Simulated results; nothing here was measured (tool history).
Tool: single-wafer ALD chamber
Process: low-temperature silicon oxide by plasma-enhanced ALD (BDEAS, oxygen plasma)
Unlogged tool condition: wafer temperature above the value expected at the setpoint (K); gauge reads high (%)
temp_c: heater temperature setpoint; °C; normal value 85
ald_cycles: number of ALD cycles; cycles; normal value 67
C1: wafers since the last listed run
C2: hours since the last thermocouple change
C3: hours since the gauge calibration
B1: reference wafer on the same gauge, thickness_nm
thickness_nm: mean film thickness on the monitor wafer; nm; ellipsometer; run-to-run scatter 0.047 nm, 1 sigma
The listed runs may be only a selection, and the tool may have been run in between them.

{"run": 1, "hour": 0.0, "temp_c": 94, "ald_cycles": 59, "C1": 0, "C2": 1180.7, "C3": 12.2, "B1": 8.39, "thickness_nm": 8.724}
{"run": 2, "hour": 13.8, "temp_c": 85, "ald_cycles": 67, "C1": 80, "C2": 1194.5, "C3": 26, "B1": 8.403, "thickness_nm": 10.252}
{"run": 3, "hour": 24.2, "temp_c": 85, "ald_cycles": 67, "C1": 60, "C2": 1204.9, "C3": 36.4, "B1": 8.409, "thickness_nm": 10.258}
{"run": 4, "hour": 34.5, "temp_c": 85, "ald_cycles": 67, "C1": 60, "C2": 1215.2, "C3": 46.7, "B1": 8.402, "thickness_nm": 10.152}
{"run": 5, "hour": 45.3, "temp_c": 85, "ald_cycles": 59, "C1": 63, "C2": 1226, "C3": 57.5, "B1": 8.41, "thickness_nm": 8.947}
{"run": 6, "hour": 63.1, "temp_c": 85, "ald_cycles": 59, "C1": 104, "C2": 1243.8, "C3": 75.3, "B1": 8.411, "thickness_nm": 8.952}
{"run": 7, "hour": 80.2, "temp_c": 85, "ald_cycles": 59, "C1": 100, "C2": 1260.9, "C3": 92.4, "B1": 8.401, "thickness_nm": 8.91}
{"run": 8, "hour": 88.9, "temp_c": 85, "ald_cycles": 77, "C1": 50, "C2": 1269.6, "C3": 101.1, "B1": 8.396, "thickness_nm": 11.837}
{"run": 9, "hour": 101.2, "temp_c": 74, "ald_cycles": 67, "C1": 71, "C2": 1281.9, "C3": 113.4, "B1": 8.397, "thickness_nm": 10.545}
{"run": 10, "hour": 153.2, "temp_c": 85, "ald_cycles": 58, "C1": 304, "C2": 1333.9, "C3": 165.4, "B1": 8.39, "thickness_nm": 8.746}
{"run": 11, "hour": 169.4, "temp_c": 85, "ald_cycles": 58, "C1": 94, "C2": 1350.1, "C3": 181.6, "B1": 8.38, "thickness_nm": 8.714}
{"run": 12, "hour": 183.8, "temp_c": 85, "ald_cycles": 67, "C1": 84, "C2": 1364.5, "C3": 196, "B1": 8.402, "thickness_nm": 10.142}
{"run": 13, "hour": 194.0, "temp_c": 85, "ald_cycles": 67, "C1": 59, "C2": 1374.7, "C3": 206.2, "B1": 8.381, "thickness_nm": 10.149}
{"run": 14, "hour": 200.2, "temp_c": 85, "ald_cycles": 67, "C1": 36, "C2": 1380.9, "C3": 212.4, "B1": 8.4, "thickness_nm": 10.257}
{"run": 15, "hour": 210.3, "temp_c": 85, "ald_cycles": 67, "C1": 59, "C2": 1391, "C3": 222.5, "B1": 8.398, "thickness_nm": 10.163}
{"run": 16, "hour": 233.0, "temp_c": 85, "ald_cycles": 67, "C1": 132, "C2": 1413.7, "C3": 245.2, "B1": 8.401, "thickness_nm": 10.181}
{"run": 17, "hour": 242.2, "temp_c": 85, "ald_cycles": 67, "C1": 53, "C2": 1422.9, "C3": 254.4, "B1": 8.394, "thickness_nm": 10.193}
{"run": 18, "hour": 252.1, "temp_c": 85, "ald_cycles": 67, "C1": 57, "C2": 1432.8, "C3": 264.3, "B1": 8.398, "thickness_nm": 10.156}
{"run": 19, "hour": 258.7, "temp_c": 96, "ald_cycles": 78, "C1": 38, "C2": 1439.4, "C3": 270.9, "B1": 8.402, "thickness_nm": 11.505}
{"run": 20, "hour": 273.7, "temp_c": 92, "ald_cycles": 56, "C1": 87, "C2": 1454.4, "C3": 285.9, "B1": 8.405, "thickness_nm": 8.35}
{"run": 21, "hour": 318.9, "temp_c": 76, "ald_cycles": 75, "C1": 264, "C2": 1499.6, "C3": 331.1, "B1": 8.384, "thickness_nm": 11.661}
{"run": 22, "hour": 327.5, "temp_c": 90, "ald_cycles": 74, "C1": 50, "C2": 1508.2, "C3": 339.7, "B1": 8.412, "thickness_nm": 11.119}
{"run": 23, "hour": 340.8, "temp_c": 98, "ald_cycles": 60, "C1": 77, "C2": 1521.5, "C3": 353, "B1": 8.396, "thickness_nm": 8.814}
{"hour": 353.8, "done": "thermocouple changed; heater temperature recalibrated"}
{"run": 24, "hour": 355.1, "temp_c": 90, "ald_cycles": 62, "C1": 36, "C2": 1.3, "C3": 367.3, "B1": 8.414, "thickness_nm": 9.291}
{"run": 25, "hour": 361.6, "temp_c": 85, "ald_cycles": 67, "C1": 38, "C2": 7.8, "C3": 373.8, "B1": 8.412, "thickness_nm": 10.247}
{"run": 26, "hour": 378.8, "temp_c": 85, "ald_cycles": 56, "C1": 100, "C2": 25, "C3": 391, "B1": 8.405, "thickness_nm": 8.464}
{"run": 27, "hour": 392.1, "temp_c": 90, "ald_cycles": 60, "C1": 77, "C2": 38.3, "C3": 404.3, "B1": 8.398, "thickness_nm": 9.03}
{"hour": 397.4, "done": "gauge calibrated"}
{"run": 28, "hour": 404.6, "temp_c": 80, "ald_cycles": 67, "C1": 73, "C2": 50.8, "C3": 7.2, "B1": 8.393, "thickness_nm": 10.274}
{"run": 29, "hour": 416.8, "temp_c": 96, "ald_cycles": 74, "C1": 71, "C2": 63, "C3": 19.4, "B1": 8.396, "thickness_nm": 10.769}
{"run": 30, "hour": 424.4, "temp_c": 80, "ald_cycles": 61, "C1": 44, "C2": 70.6, "C3": 27, "B1": 8.395, "thickness_nm": 9.358}
{"run": 31, "hour": 432.4, "temp_c": 85, "ald_cycles": 67, "C1": 46, "C2": 78.6, "C3": 35, "B1": 8.404, "thickness_nm": 10.254}
{"run": 32, "hour": 446.1, "temp_c": 94, "ald_cycles": 80, "C1": 80, "C2": 92.3, "C3": 48.7, "B1": 8.403, "thickness_nm": 11.828}
{"run": 33, "hour": 452.2, "temp_c": 78, "ald_cycles": 67, "C1": 35, "C2": 98.4, "C3": 54.8, "B1": 8.404, "thickness_nm": 10.387}
{"run": 34, "hour": 463.8, "temp_c": 98, "ald_cycles": 57, "C1": 67, "C2": 110, "C3": 66.4, "B1": 8.391, "thickness_nm": 8.383}
{"run": 35, "hour": 474.6, "temp_c": 78, "ald_cycles": 67, "C1": 63, "C2": 120.8, "C3": 77.2, "B1": 8.402, "thickness_nm": 10.474}
{"run": 36, "hour": 492.2, "temp_c": 85, "ald_cycles": 61, "C1": 102, "C2": 138.4, "C3": 94.8, "B1": 8.402, "thickness_nm": 9.306}
{"run": 37, "hour": 500.3, "temp_c": 85, "ald_cycles": 67, "C1": 47, "C2": 146.5, "C3": 102.9, "B1": 8.383, "thickness_nm": 10.138}

Branching from run 37: 4 alternative next runs. What would each branch give?
{"run": "A", "hour": 500.8, "temp_c": 85, "ald_cycles": 67, "C1": 2, "C2": 147, "C3": 103.4, "B1": "?", "thickness_nm": "?"}
{"run": "B", "hour": 500.8, "temp_c": 93, "ald_cycles": 76, "C1": 2, "C2": 147, "C3": 103.4, "B1": "?", "thickness_nm": "?"}
{"run": "C", "hour": 500.8, "temp_c": 94, "ald_cycles": 55, "C1": 2, "C2": 147, "C3": 103.4, "B1": "?", "thickness_nm": "?"}
{"run": "D", "hour": 500.8, "temp_c": 71, "ald_cycles": 67, "C1": 2, "C2": 147, "C3": 103.4, "B1": "?", "thickness_nm": "?"}

run=A B1=8.398 thickness_nm=10.161
run=B B1=8.398 thickness_nm=11.249
run=C B1=8.398 thickness_nm=8.115
run=D B1=8.398 thickness_nm=10.59
With no hidden state in the tool, these same runs would have given:
run=A thickness_nm=10.161
run=B thickness_nm=11.249
run=C thickness_nm=8.115
run=D thickness_nm=10.59

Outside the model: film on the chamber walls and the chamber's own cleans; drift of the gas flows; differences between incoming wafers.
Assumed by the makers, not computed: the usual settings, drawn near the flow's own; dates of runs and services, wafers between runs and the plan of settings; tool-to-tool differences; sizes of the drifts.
